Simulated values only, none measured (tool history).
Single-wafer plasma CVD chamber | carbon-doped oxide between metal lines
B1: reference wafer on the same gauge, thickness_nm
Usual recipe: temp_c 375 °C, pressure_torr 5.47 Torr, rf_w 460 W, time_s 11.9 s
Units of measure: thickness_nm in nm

run 1 day=0.000 | temp_c=375 pressure_torr=5.95 rf_w=460 time_s=10.6 | B1=43.113 | thickness_nm=44.023
-- day=1.517 gauge calibrated
run 2 day=2.946 | temp_c=375 pressure_torr=5.95 rf_w=460 time_s=10.6 | B1=43.143 | thickness_nm=43.753
-- day=3.421 capacitance manometer re-zeroed and calibrated
-- day=4.312 thermocouple changed; heater temperature recalibrated
run 3 day=4.350 | temp_c=375 pressure_torr=5.95 rf_w=460 time_s=10.6 | B1=43.154 | thickness_nm=44.290
run 4 day=5.608 | temp_c=375 pressure_torr=5.47 rf_w=460 time_s=11.9 | B1=43.091 | thickness_nm=49.367
run 5 day=7.775 | temp_c=375 pressure_torr=5.47 rf_w=460 time_s=11.9 | B1=43.121 | thickness_nm=48.733
run 6 day=9.688 | temp_c=385 pressure_torr=5.47 rf_w=460 time_s=11.9 | B1=43.115 | thickness_nm=47.630
-- day=10.792 RF generator calibrated, repeated, since the last time left the tool worse
run 7 day=12.033 | temp_c=375 pressure_torr=6.46 rf_w=460 time_s=9.6 | B1=43.123 | thickness_nm=43.051
-- day=13.612 showerhead replaced
run 8 day=14.667 | temp_c=375 pressure_torr=5.92 rf_w=535 time_s=11.9 | B1=43.114 | thickness_nm=60.705
run 9 day=16.717 | temp_c=375 pressure_torr=4.22 rf_w=460 time_s=11.9 | B1=43.027 | thickness_nm=51.855
run 10 day=19.338 | temp_c=375 pressure_torr=5.47 rf_w=500 time_s=12.7 | B1=43.145 | thickness_nm=60.612
run 11 day=22.096 | temp_c=375 pressure_torr=5.47 rf_w=460 time_s=11.9 | B1=43.079 | thickness_nm=52.740
run 12 day=24.521 | temp_c=375 pressure_torr=5.84 rf_w=460 time_s=11.9 | B1=43.110 | thickness_nm=52.558
run 13 day=25.708 | temp_c=375 pressure_torr=5.47 rf_w=460 time_s=13.2 | B1=43.111 | thickness_nm=58.339
run 14 day=26.712 | temp_c=375 pressure_torr=5.47 rf_w=500 time_s=9.6 | B1=43.139 | thickness_nm=45.609
run 15 day=29.038 | temp_c=375 pressure_torr=5.91 rf_w=460 time_s=11.0 | B1=43.126 | thickness_nm=48.749
run 16 day=31.075 | temp_c=375 pressure_torr=4.34 rf_w=500 time_s=11.9 | B1=43.158 | thickness_nm=54.914
run 17 day=32.425 | temp_c=375 pressure_torr=5.47 rf_w=460 time_s=11.9 | B1=43.056 | thickness_nm=52.414
run 18 day=33.488 | temp_c=375 pressure_torr=5.47 rf_w=460 time_s=11.9 | B1=43.069 | thickness_nm=52.026
run 19 day=35.388 | temp_c=375 pressure_torr=4.31 rf_w=430 time_s=13.6 | B1=43.081 | thickness_nm=54.285
run 20 day=37.721 | temp_c=375 pressure_torr=5.47 rf_w=460 time_s=11.9 | B1=43.089 | thickness_nm=51.832
run 21 day=40.533 | temp_c=375 pressure_torr=6.66 rf_w=505 time_s=11.9 | B1=43.089 | thickness_nm=57.403
run 22 day=42.667 | temp_c=375 pressure_torr=4.70 rf_w=400 time_s=11.9 | B1=43.093 | thickness_nm=43.924
run 23 day=44.671 | temp_c=375 pressure_torr=5.47 rf_w=460 time_s=9.5 | B1=43.105 | thickness_nm=41.687
run 24 day=47.592 | temp_c=360 pressure_torr=6.22 rf_w=505 time_s=9.6 | B1=43.091 | thickness_nm=47.551
run 25 day=49.196 | temp_c=383 pressure_torr=5.47 rf_w=460 time_s=10.6 | B1=43.105 | thickness_nm=44.979
run 26 day=57.362 | temp_c=386 pressure_torr=5.47 rf_w=490 time_s=11.9 | B1=43.066 | thickness_nm=53.670
run 27 day=59.062 | temp_c=369 pressure_torr=5.47 rf_w=540 time_s=11.9 | B1=43.060 | thickness_nm=60.197

Branching from run 27: 5 alternative next runs. What would each branch give?
run A day=59.079 | temp_c=375 pressure_torr=4.30 rf_w=460 time_s=11.9 | B1=? | thickness_nm=?
run B day=59.079 | temp_c=390 pressure_torr=6.36 rf_w=410 time_s=10.1 | B1=? | thickness_nm=?
run C day=59.079 | temp_c=375 pressure_torr=4.63 rf_w=460 time_s=9.6 | B1=? | thickness_nm=?
run D day=59.079 | temp_c=375 pressure_torr=5.47 rf_w=520 time_s=11.9 | B1=? | thickness_nm=?
run E day=59.079 | temp_c=368 pressure_torr=5.47 rf_w=460 time_s=10.7 | B1=? | thickness_nm=?

run=A B1=43.046 thickness_nm=50.363
run=B B1=43.046 thickness_nm=38.009
run=C B1=43.046 thickness_nm=41.013
run=D B1=43.046 thickness_nm=57.434
run=E B1=43.046 thickness_nm=46.918
With no hidden state in the tool, these same runs would have given:
run=A thickness_nm=52.379
run=B thickness_nm=39.625
run=C thickness_nm=42.654
run=D thickness_nm=59.438
run=E thickness_nm=48.796
